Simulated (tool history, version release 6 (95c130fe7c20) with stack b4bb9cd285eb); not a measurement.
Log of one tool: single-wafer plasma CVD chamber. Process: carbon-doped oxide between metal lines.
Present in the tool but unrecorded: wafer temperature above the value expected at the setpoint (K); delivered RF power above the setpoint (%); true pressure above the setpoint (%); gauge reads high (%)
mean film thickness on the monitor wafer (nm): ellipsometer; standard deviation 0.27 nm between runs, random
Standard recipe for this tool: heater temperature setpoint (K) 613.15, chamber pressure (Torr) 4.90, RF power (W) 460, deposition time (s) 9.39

| run | hour | heater temperature setpoint (K) | chamber pressure (Torr) | RF power (W) | deposition time (s) | wafers since the last listed run | hours since the last thermocouple change | hours since the last RF generator calibration | hours since the last manometer calibration | hours since the showerhead was replaced | hours since the gauge calibration | read-back reference wafer on the same gauge, thickness_nm | mean film thickness on the monitor wafer (nm) |
|---|---|---|---|---|---|---|---|---|---|---|---|---|---|
| 1 | 0.0 | 613.15 | 4.90 | 460 | 9.39 | 0 | 988.1 | 750.7 | 252.1 | 2786.4 | 190.5 | 48.574 | 47.498 |
| 2 | 95.9 | 613.15 | 4.90 | 460 | 9.39 | 2498 | 1084.0 | 846.6 | 348.0 | 2882.3 | 286.4 | 48.645 | 47.844 |
| 3 | 157.5 | 613.15 | 4.90 | 460 | 9.39 | 1604 | 1145.6 | 908.2 | 409.6 | 2943.9 | 348.0 | 48.732 | 47.796 |
| 4 | 261.9 | 613.15 | 4.90 | 460 | 9.39 | 2719 | 1250.0 | 1012.6 | 514.0 | 3048.3 | 452.4 | 48.799 | 47.134 |
| 5 | 351.8 | 613.15 | 4.90 | 460 | 9.39 | 2342 | 1339.9 | 1102.5 | 603.9 | 3138.2 | 542.3 | 49.146 | 48.116 |
| 6 | 433.7 | 613.15 | 4.90 | 460 | 9.39 | 2133 | 1421.8 | 1184.4 | 685.8 | 3220.1 | 624.2 | 49.269 | 47.899 |
| 7 | 508.1 | 621.15 | 4.90 | 460 | 9.39 | 1938 | 1496.2 | 1258.8 | 760.2 | 3294.5 | 698.6 | 49.311 | 47.161 |
| 8 | 596.2 | 621.15 | 4.90 | 460 | 9.39 | 2295 | 1584.3 | 1346.9 | 848.3 | 3382.6 | 786.7 | 49.641 | 47.536 |
| 9 | 641.6 | 621.15 | 4.90 | 460 | 9.39 | 1182 | 1629.7 | 1392.3 | 893.7 | 3428.0 | 832.1 | 49.843 | 47.778 |
|  | 703.6 | thermocouple changed; heater temperature recalibrated |
| 10 | 735.5 | 613.15 | 4.90 | 410 | 9.39 | 2237 | 31.9 | 1486.2 | 987.6 | 3521.9 | 926.0 | 50.048 | 42.571 |
|  | 837.0 | gauge calibrated |
| 11 | 852.3 | 613.15 | 4.90 | 460 | 9.39 | 3042 | 148.7 | 1603.0 | 1104.4 | 3638.7 | 15.3 | 48.051 | 47.040 |
| 12 | 918.6 | 607.15 | 4.57 | 380 | 8.87 | 1727 | 215.0 | 1669.3 | 1170.7 | 3705.0 | 81.6 | 48.239 | 35.867 |
|  | 995.1 | RF generator calibrated |
| 13 | 995.6 | 613.15 | 4.90 | 460 | 9.39 | 1797 | 292.0 | 0.5 | 1247.7 | 3782.0 | 158.6 | 48.255 | 47.241 |
| 14 | 1031.4 | 613.15 | 4.39 | 460 | 8.02 | 932 | 327.8 | 36.3 | 1283.5 | 3817.8 | 194.4 | 48.278 | 39.545 |
| 15 | 1077.1 | 600.15 | 5.64 | 375 | 8.13 | 1190 | 373.5 | 82.0 | 1329.2 | 3863.5 | 240.1 | 48.404 | 34.220 |
| 16 | 1130.2 | 613.15 | 4.90 | 460 | 9.39 | 1383 | 426.6 | 135.1 | 1382.3 | 3916.6 | 293.2 | 48.324 | 46.922 |
| 17 | 1216.7 | 613.15 | 4.90 | 390 | 8.55 | 2253 | 513.1 | 221.6 | 1468.8 | 4003.1 | 379.7 | 48.534 | 36.150 |
|  | 1230.8 | showerhead replaced |
| 18 | 1311.3 | 621.15 | 4.90 | 460 | 9.39 | 2256 | 607.7 | 316.2 | 1563.4 | 80.5 | 474.3 | 48.513 | 46.688 |
| 19 | 1399.3 | 613.15 | 4.90 | 460 | 10.70 | 2292 | 695.7 | 404.2 | 1651.4 | 168.5 | 562.3 | 48.774 | 53.590 |
|  | 1490.8 | capacitance manometer re-zeroed and calibrated |
| 20 | 1713.9 | 613.15 | 4.90 | 460 | 9.39 | 7987 | 1010.3 | 718.8 | 223.1 | 483.1 | 876.9 | 49.559 | 48.259 |
| 21 | 1787.9 | 619.15 | 4.90 | 435 | 8.11 | 1927 | 1084.3 | 792.8 | 297.1 | 557.1 | 950.9 | 49.833 | 39.273 |
| 22 | 1906.9 | 600.15 | 4.24 | 370 | 9.39 | 3100 | 1203.3 | 911.8 | 416.1 | 676.1 | 1069.9 | 50.186 | 39.188 |
|  | 1931.0 | gauge calibrated |
| 23 | 1964.5 | 626.15 | 5.35 | 400 | 9.39 | 1500 | 1260.9 | 969.4 | 473.7 | 733.7 | 33.5 | 48.808 | 39.492 |

Across each entry between runs, compare the hidden state at the last listed run before it with the hidden state at the first listed run after it:
Between runs 9 and 10: thermocouple changed; heater temperature recalibrated (hour 703.6)
  gauge reads high (%): 2.75 -> 3.35
  measured result minus the result with no hidden state, mean film thickness on the monitor wafer (nm): +1.279 -> +1.382
Between runs 10 and 11: gauge calibrated (hour 837.0)
  gauge reads high (%): 3.35 -> -0.448
  measured result minus the result with no hidden state, mean film thickness on the monitor wafer (nm): +1.382 -> -0.212
Between runs 12 and 13: RF generator calibrated (hour 995.1)
  gauge reads high (%): -0.424 -> -0.357
  measured result minus the result with no hidden state, mean film thickness on the monitor wafer (nm): -0.153 -> -0.169
Between runs 17 and 18: showerhead replaced (hour 1230.8)
  gauge reads high (%): 0.0779 -> 0.373
  measured result minus the result with no hidden state, mean film thickness on the monitor wafer (nm): +0.028 -> +0.173
Between runs 19 and 20: capacitance manometer re-zeroed and calibrated (hour 1490.8)
  gauge reads high (%): 0.706 -> 2.36
  measured result minus the result with no hidden state, mean film thickness on the monitor wafer (nm): +0.376 -> +1.112
Between runs 22 and 23: gauge calibrated (hour 1931.0)
  gauge reads high (%): 3.73 -> 0.864
  measured result minus the result with no hidden state, mean film thickness on the monitor wafer (nm): +1.410 -> +0.338
